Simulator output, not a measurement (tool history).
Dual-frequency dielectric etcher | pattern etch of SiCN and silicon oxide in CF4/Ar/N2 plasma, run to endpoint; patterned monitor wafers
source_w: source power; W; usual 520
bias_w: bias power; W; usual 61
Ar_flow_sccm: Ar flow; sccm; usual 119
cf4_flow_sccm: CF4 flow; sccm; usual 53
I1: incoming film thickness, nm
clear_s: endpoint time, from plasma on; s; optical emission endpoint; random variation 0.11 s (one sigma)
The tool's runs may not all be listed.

run 1 hour=0 | source_w=520 bias_w=68 Ar_flow_sccm=112 cf4_flow_sccm=53 | I1=18.07 | clear_s=19.8
run 2 hour=33.4 | source_w=520 bias_w=61 Ar_flow_sccm=119 cf4_flow_sccm=53 | I1=18.01 | clear_s=20.5
run 3 hour=49.5 | source_w=520 bias_w=61 Ar_flow_sccm=119 cf4_flow_sccm=53 | I1=18.07 | clear_s=20.6
run 4 hour=80.7 | source_w=520 bias_w=61 Ar_flow_sccm=119 cf4_flow_sccm=53 | I1=18.3 | clear_s=20.8
run 5 hour=111.6 | source_w=630 bias_w=52 Ar_flow_sccm=103 cf4_flow_sccm=53 | I1=18.01 | clear_s=18.3
-- hour=140 wet clean of the chamber
run 6 hour=140.5 | source_w=460 bias_w=71 Ar_flow_sccm=96 cf4_flow_sccm=53 | I1=18.03 | clear_s=20.8
run 7 hour=160.4 | source_w=650 bias_w=72 Ar_flow_sccm=119 cf4_flow_sccm=50 | I1=18.04 | clear_s=16.9
-- hour=182.3 CF4 flow controller replaced
run 8 hour=187.5 | source_w=520 bias_w=61 Ar_flow_sccm=119 cf4_flow_sccm=61 | I1=17.89 | clear_s=20
-- hour=229.5 upper electrode replaced
run 9 hour=230 | source_w=460 bias_w=74 Ar_flow_sccm=119 cf4_flow_sccm=57 | I1=17.88 | clear_s=20.8
run 10 hour=233.5 | source_w=520 bias_w=61 Ar_flow_sccm=132 cf4_flow_sccm=53 | I1=18.04 | clear_s=20.8
run 11 hour=253.2 | source_w=520 bias_w=61 Ar_flow_sccm=134 cf4_flow_sccm=44 | I1=18.24 | clear_s=21.6
run 12 hour=281.7 | source_w=520 bias_w=61 Ar_flow_sccm=146 cf4_flow_sccm=60 | I1=18.03 | clear_s=20.7
-- hour=297.4 Ar flow controller replaced
run 13 hour=305.8 | source_w=630 bias_w=66 Ar_flow_sccm=137 cf4_flow_sccm=53 | I1=17.89 | clear_s=17.9
-- hour=317.7 bias power generator calibrated
run 14 hour=329.7 | source_w=400 bias_w=76 Ar_flow_sccm=119 cf4_flow_sccm=50 | I1=18.05 | clear_s=22.7
run 15 hour=342.4 | source_w=620 bias_w=61 Ar_flow_sccm=128 cf4_flow_sccm=53 | I1=18.02 | clear_s=18.4
run 16 hour=375.4 | source_w=600 bias_w=47 Ar_flow_sccm=119 cf4_flow_sccm=53 | I1=18.12 | clear_s=19.9
run 17 hour=400.7 | source_w=520 bias_w=61 Ar_flow_sccm=119 cf4_flow_sccm=53 | I1=18.02 | clear_s=20.5
run 18 hour=427.7 | source_w=520 bias_w=61 Ar_flow_sccm=119 cf4_flow_sccm=53 | I1=18.02 | clear_s=20.5
run 19 hour=461 | source_w=520 bias_w=61 Ar_flow_sccm=119 cf4_flow_sccm=62 | I1=18 | clear_s=20.1
-- hour=488.5 wet clean of the chamber
run 20 hour=489 | source_w=580 bias_w=49 Ar_flow_sccm=119 cf4_flow_sccm=59 | I1=18.02 | clear_s=19.7
run 21 hour=489.4 | source_w=620 bias_w=61 Ar_flow_sccm=128 cf4_flow_sccm=53 | I1=17.9 | clear_s=18.1
run 22 hour=502.3 | source_w=520 bias_w=61 Ar_flow_sccm=119 cf4_flow_sccm=53 | I1=17.99 | clear_s=20.3
run 23 hour=518.1 | source_w=520 bias_w=61 Ar_flow_sccm=134 cf4_flow_sccm=44 | I1=18.22 | clear_s=21.5
run 24 hour=551.1 | source_w=520 bias_w=61 Ar_flow_sccm=119 cf4_flow_sccm=53 | I1=18.03 | clear_s=20.4
run 25 hour=577.4 | source_w=480 bias_w=46 Ar_flow_sccm=100 cf4_flow_sccm=53 | I1=17.85 | clear_s=22.5

3 ways to go on from here, each from the tool as it stands after run 25. What would each give?
run A hour=577.8 | source_w=610 bias_w=61 Ar_flow_sccm=119 cf4_flow_sccm=53 | I1=18.04 | clear_s=?
run B hour=577.8 | source_w=520 bias_w=50 Ar_flow_sccm=119 cf4_flow_sccm=53 | I1=18.04 | clear_s=?
run C hour=577.8 | source_w=520 bias_w=61 Ar_flow_sccm=119 cf4_flow_sccm=64 | I1=18.04 | clear_s=?

run=A clear_s=18.2
run=B clear_s=21.4
run=C clear_s=19.8
Without the tool's hidden state the same runs would have given:
run=A clear_s=18.2
run=B clear_s=21.4
run=C clear_s=19.8
